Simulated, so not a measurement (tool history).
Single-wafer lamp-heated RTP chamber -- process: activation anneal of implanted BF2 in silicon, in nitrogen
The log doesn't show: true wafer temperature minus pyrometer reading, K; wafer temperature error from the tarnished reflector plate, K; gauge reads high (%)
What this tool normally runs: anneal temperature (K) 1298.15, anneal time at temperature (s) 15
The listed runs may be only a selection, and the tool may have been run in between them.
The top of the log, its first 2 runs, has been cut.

| run | day | anneal temperature (K) | anneal time at temperature (s) | wafers since the last listed run | wafers since the last pyrometer calibration | wafers since the reflector plate was cleaned | hours since the gauge calibration | read-back reference wafer on the same gauge, sheet resistance | sheet resistance of the implanted and annealed layer (ohm/square) |
|---|---|---|---|---|---|---|---|---|---|
| 3 | 6.283 | 1285.15 | 15 | 1242 | 6619 | 5995 | 1639.4 | 999.23 | 897.25 |
| 4 | 9.204 | 1298.15 | 15 | 1325 | 7945 | 7320 | 1709.5 | 999.23 | 896.7 |
| 5 | 11.138 | 1298.15 | 15 | 877 | 8822 | 8198 | 1755.9 | 999.92 | 900.24 |
| 6 | 12.875 | 1298.15 | 15 | 788 | 9610 | 8986 | 1797.6 | 1000.33 | 895.36 |
|  | 16.529 | pyrometer window cleaned and pyrometer calibrated |
|  | 16.796 | reflector plate cleaned |
| 7 | 16.817 | 1304.15 | 20 | 1515 | 9 | 9 | 1892.2 | 1001.39 | 881.23 |
| 8 | 20.446 | 1304.15 | 20 | 1646 | 1656 | 1656 | 1979.3 | 1001.92 | 884.72 |
| 9 | 22.788 | 1304.15 | 20 | 1062 | 2718 | 2718 | 2035.5 | 1002.47 | 885.64 |
| 10 | 26.946 | 1298.15 | 15 | 1886 | 4605 | 4605 | 2135.3 | 1003.66 | 897.54 |
| 11 | 29.692 | 1298.15 | 15 | 1245 | 5851 | 5851 | 2201.2 | 1005.43 | 895.25 |
| 12 | 32.554 | 1298.15 | 15 | 1298 | 7150 | 7150 | 2269.9 | 1005.08 | 897.59 |
| 13 | 35.712 | 1298.15 | 15 | 1433 | 8583 | 8583 | 2345.7 | 1005.51 | 899.54 |
|  | 37.538 | pyrometer window cleaned and pyrometer calibrated |
| 14 | 39.783 | 1298.15 | 15 | 1695 | 1018 | 10279 | 2443.4 | 1006.64 | 894.53 |
| 15 | 43.25 | 1298.15 | 15 | 1573 | 2591 | 11852 | 2526.6 | 1007.96 | 900.34 |
|  | 43.633 | reflector plate cleaned |
| 16 | 46.379 | 1298.15 | 15 | 1268 | 3859 | 1245 | 2601.7 | 1009.48 | 897.14 |
| 17 | 49.667 | 1298.15 | 15 | 1491 | 5351 | 2737 | 2680.6 | 1009.54 | 899.57 |
| 18 | 52.833 | 1317.15 | 15 | 1436 | 6788 | 4174 | 2756.6 | 1010.79 | 898.31 |
| 19 | 54.958 | 1298.15 | 15 | 964 | 7752 | 5138 | 2807.6 | 1011.57 | 901.56 |

What does the tool deliver on the next run?
| 20 | 57.946 | 1274.15 | 24 | 1355 | 9108 | 6494 | 2879.3 | ? | ? |

{"run 20": {"read-back reference wafer on the same gauge, sheet resistance": 1011.9, "sheet resistance of the implanted and annealed layer (ohm/square)": 910.55}}
With no hidden state in the tool, this same run would have given sheet resistance of the implanted and annealed layer (ohm/square) 882.93.

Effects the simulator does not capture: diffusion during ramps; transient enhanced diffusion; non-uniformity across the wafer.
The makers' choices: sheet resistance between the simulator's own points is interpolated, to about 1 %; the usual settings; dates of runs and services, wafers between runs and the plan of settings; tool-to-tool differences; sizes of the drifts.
